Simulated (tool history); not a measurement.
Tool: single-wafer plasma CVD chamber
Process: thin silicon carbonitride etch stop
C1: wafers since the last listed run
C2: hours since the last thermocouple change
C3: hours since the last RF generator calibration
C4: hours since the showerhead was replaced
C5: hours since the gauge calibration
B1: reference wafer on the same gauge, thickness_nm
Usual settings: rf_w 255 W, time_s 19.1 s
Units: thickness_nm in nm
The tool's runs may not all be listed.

run 1 hour=0.0 | rf_w=255 time_s=19.1 | C1=0 C2=1511.3 C3=853.5 C4=7541.0 C5=17.9 | B1=9.301 | thickness_nm=10.684
run 2 hour=17.3 | rf_w=255 time_s=19.1 | C1=409 C2=1528.6 C3=870.8 C4=7558.3 C5=35.2 | B1=9.302 | thickness_nm=10.721
run 3 hour=32.1 | rf_w=255 time_s=19.1 | C1=349 C2=1543.4 C3=885.6 C4=7573.1 C5=50.0 | B1=9.295 | thickness_nm=10.755
run 4 hour=49.4 | rf_w=255 time_s=19.1 | C1=409 C2=1560.7 C3=902.9 C4=7590.4 C5=67.3 | B1=9.295 | thickness_nm=10.697
run 5 hour=61.5 | rf_w=255 time_s=19.1 | C1=286 C2=1572.8 C3=915.0 C4=7602.5 C5=79.4 | B1=9.304 | thickness_nm=10.753
run 6 hour=76.0 | rf_w=255 time_s=19.1 | C1=342 C2=1587.3 C3=929.5 C4=7617.0 C5=93.9 | B1=9.312 | thickness_nm=10.683
run 7 hour=90.8 | rf_w=255 time_s=19.1 | C1=349 C2=1602.1 C3=944.3 C4=7631.8 C5=108.7 | B1=9.308 | thickness_nm=10.687
-- hour=102.4 thermocouple changed; heater temperature recalibrated
run 8 hour=105.9 | rf_w=255 time_s=19.1 | C1=167 C2=3.5 C3=959.4 C4=7646.9 C5=123.8 | B1=9.299 | thickness_nm=10.687
run 9 hour=112.1 | rf_w=290 time_s=17.8 | C1=146 C2=9.7 C3=965.6 C4=7653.1 C5=130.0 | B1=9.292 | thickness_nm=10.358
run 10 hour=122.1 | rf_w=290 time_s=17.8 | C1=236 C2=19.7 C3=975.6 C4=7663.1 C5=140.0 | B1=9.295 | thickness_nm=10.393
run 11 hour=139.2 | rf_w=255 time_s=19.1 | C1=404 C2=36.8 C3=992.7 C4=7680.2 C5=157.1 | B1=9.302 | thickness_nm=10.723
run 12 hour=157.1 | rf_w=255 time_s=19.1 | C1=423 C2=54.7 C3=1010.6 C4=7698.1 C5=175.0 | B1=9.296 | thickness_nm=10.681
-- hour=173.7 gauge calibrated
-- hour=177.6 RF generator calibrated
run 13 hour=178.1 | rf_w=255 time_s=19.1 | C1=307 C2=75.7 C3=0.5 C4=7719.1 C5=4.4 | B1=9.293 | thickness_nm=10.616
run 14 hour=178.9 | rf_w=280 time_s=19.1 | C1=18 C2=76.5 C3=1.3 C4=7719.9 C5=5.2 | B1=9.303 | thickness_nm=11.023
run 15 hour=187.1 | rf_w=275 time_s=22.8 | C1=193 C2=84.7 C3=9.5 C4=7728.1 C5=13.4 | B1=9.303 | thickness_nm=13.103
run 16 hour=193.8 | rf_w=305 time_s=17.2 | C1=158 C2=91.4 C3=16.2 C4=7734.8 C5=20.1 | B1=9.299 | thickness_nm=10.185
run 17 hour=202.2 | rf_w=205 time_s=22.2 | C1=198 C2=99.8 C3=24.6 C4=7743.2 C5=28.5 | B1=9.310 | thickness_nm=11.544
-- hour=219.2 showerhead replaced
run 18 hour=219.7 | rf_w=235 time_s=19.1 | C1=224 C2=117.3 C3=42.1 C4=0.5 C5=46.0 | B1=9.309 | thickness_nm=10.458
run 19 hour=223.6 | rf_w=255 time_s=19.1 | C1=92 C2=121.2 C3=46.0 C4=4.4 C5=49.9 | B1=9.289 | thickness_nm=10.633
run 20 hour=234.0 | rf_w=255 time_s=19.1 | C1=245 C2=131.6 C3=56.4 C4=14.8 C5=60.3 | B1=9.307 | thickness_nm=10.713
run 21 hour=241.5 | rf_w=235 time_s=21.3 | C1=177 C2=139.1 C3=63.9 C4=22.3 C5=67.8 | B1=9.293 | thickness_nm=11.679
run 22 hour=252.0 | rf_w=290 time_s=17.0 | C1=248 C2=149.6 C3=74.4 C4=32.8 C5=78.3 | B1=9.310 | thickness_nm=9.913
run 23 hour=266.5 | rf_w=255 time_s=19.1 | C1=342 C2=164.1 C3=88.9 C4=47.3 C5=92.8 | B1=9.307 | thickness_nm=10.729
run 24 hour=275.1 | rf_w=275 time_s=20.4 | C1=203 C2=172.7 C3=97.5 C4=55.9 C5=101.4 | B1=9.302 | thickness_nm=11.687
run 25 hour=289.4 | rf_w=255 time_s=19.1 | C1=338 C2=187.0 C3=111.8 C4=70.2 C5=115.7 | B1=9.300 | thickness_nm=10.683

The tool's hidden state at each run:
wafer temperature above the value expected at the setpoint (K): 0 in every run
delivered RF power above the setpoint (%): 0 in every run
gauge reads high (%): 0 in every run
